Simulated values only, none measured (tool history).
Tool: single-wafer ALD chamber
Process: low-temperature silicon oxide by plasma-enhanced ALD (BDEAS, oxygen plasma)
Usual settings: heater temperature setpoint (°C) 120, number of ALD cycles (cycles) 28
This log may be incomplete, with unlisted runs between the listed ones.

| run | hour | heater temperature setpoint (°C) | number of ALD cycles (cycles) | read-back reference wafer on the same gauge, thickness_nm | mean film thickness on the monitor wafer (Å) |
|---|---|---|---|---|---|
| 1 | 0.0 | 120 | 28 | 4.408 | 41.83 |
| 2 | 16.0 | 120 | 28 | 4.408 | 41.75 |
| 3 | 27.6 | 120 | 28 | 4.410 | 41.74 |
| 4 | 42.1 | 120 | 28 | 4.410 | 41.70 |
| 5 | 52.2 | 120 | 28 | 4.409 | 41.72 |
| 6 | 69.8 | 120 | 28 | 4.407 | 41.86 |
| 7 | 91.3 | 120 | 28 | 4.412 | 41.93 |
| 8 | 104.2 | 120 | 28 | 4.411 | 41.69 |
| 9 | 119.8 | 120 | 28 | 4.412 | 42.06 |
| 10 | 134.9 | 120 | 28 | 4.410 | 41.67 |
| 11 | 150.2 | 130 | 23 | 4.413 | 33.80 |
| 12 | 163.8 | 131 | 28 | 4.409 | 41.11 |
| 13 | 176.7 | 127 | 33 | 4.409 | 48.66 |
| 14 | 185.9 | 125 | 31 | 4.410 | 45.76 |
| 15 | 198.1 | 120 | 28 | 4.409 | 41.89 |
| 16 | 209.2 | 124 | 30 | 4.411 | 44.40 |
| 17 | 217.2 | 120 | 30 | 4.409 | 44.76 |
| 18 | 231.1 | 120 | 28 | 4.409 | 41.94 |
| 19 | 238.0 | 112 | 23 | 4.412 | 34.82 |
| 20 | 245.6 | 127 | 33 | 4.411 | 48.46 |

Between the runs listed above, the log contained 2 entries, not reproduced here. Where in the sequence does each belong, and how does what the log doesn't record of the tool's condition differ from the listed run before to the listed run after?
Logged between run 6 and run 7: thermocouple changed; heater temperature recalibrated (hour 90.8)
  no hidden state differs between the two runs
Logged between run 8 and run 9: gauge calibrated (hour 116.9)
  no hidden state differs between the two runs
